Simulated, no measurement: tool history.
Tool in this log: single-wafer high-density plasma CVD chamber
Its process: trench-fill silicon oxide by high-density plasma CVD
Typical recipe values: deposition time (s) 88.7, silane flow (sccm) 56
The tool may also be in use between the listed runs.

run,hour,deposition time (s),silane flow (sccm),"read-back reference wafer on the same gauge, thickness_nm",mean film thickness on the monitor wafer (nm)
1,0,88.7,56,404.086,439.159
2,6.5,88.7,56,403.958,438.827
3,23.9,88.7,56,403.758,437.837
4,72.5,88.7,60,404.296,467.907
5,82.5,88.7,60,403.932,468.887
6,98.9,88.7,60,403.966,465.765
7,112.5,92.4,48,403.845,392.749
8,125.3,88.7,56,403.898,437.557
9,140.8,88.7,56,404.13,437.524
10,154.3,101,56,403.931,496.033
11,163,100.8,56,403.843,494.868
# hour 166.2: gauge calibrated
12,174,100.8,56,404.017,495.859
# hour 188.9: silane flow controller replaced
13,189.4,100.8,56,403.874,531.647
14,194.6,88.7,56,404.144,467.83
15,208.8,88.7,56,404.072,470.759
16,219.3,88.7,56,403.835,470.605
17,228.8,88.7,56,404.076,467.749
18,238.6,88.7,56,403.8,469.747
19,249.6,88.7,56,403.97,470.466
20,255.8,88.7,56,403.954,468.173
21,267,88.7,56,403.699,468.266
22,280.4,88.7,56,404.311,467.572
23,289.2,88.7,56,404.097,470.88
24,302.2,88.7,56,403.869,470.826
25,308.6,100.3,67,403.889,634.57
26,316.8,105.1,61,403.999,603.895
27,333.6,79.1,53,404.226,393.915
28,342.4,76,56,403.86,399.265
29,351.5,88.7,61,404.154,509.924
30,367.2,80.3,50,403.848,377.841
31,374,78.1,65,404.033,475.004
32,388.3,101.9,66,404.087,631.571
33,405.5,88.7,56,404.215,466.577
34,412,88.7,56,403.961,464.773
35,418,82.1,50,404.119,387.498
36,434.2,88.7,56,403.681,465.335
37,442.5,88.7,56,403.921,465.766
38,449.7,88.7,56,403.941,466.467
39,460.6,82.1,56,404.115,431.34
40,470.6,88.7,56,403.909,466.688
41,480.4,88.7,56,404.063,465.934
42,490.9,94.3,66,403.784,585.088
# hour 495.3: gauge calibrated
43,500.3,102.9,66,403.789,637.332
44,517.5,88.7,56,403.934,468.838
45,532.6,102.9,53,403.955,513.701

Exercise: give the hidden state of the tool at every run:
gauge reads high (%): 0, the same for each run
H1: delivered silane flow above the setpoint (%)
run,H1
1,-6.71
2,-6.73
3,-6.77
4,-6.88
5,-6.9
6,-6.94
7,-6.97
8,-7.01
9,-7.04
10,-7.07
11,-7.09
12,-7.12
13,-0.0491
14,-0.0613
15,-0.0947
16,-0.119
17,-0.142
18,-0.165
19,-0.191
20,-0.205
21,-0.232
22,-0.263
23,-0.284
24,-0.314
25,-0.329
26,-0.349
27,-0.388
28,-0.409
29,-0.43
30,-0.467
31,-0.483
32,-0.517
33,-0.557
34,-0.573
35,-0.587
36,-0.625
37,-0.644
38,-0.661
39,-0.687
40,-0.71
41,-0.733
42,-0.758
43,-0.78
44,-0.821
45,-0.856
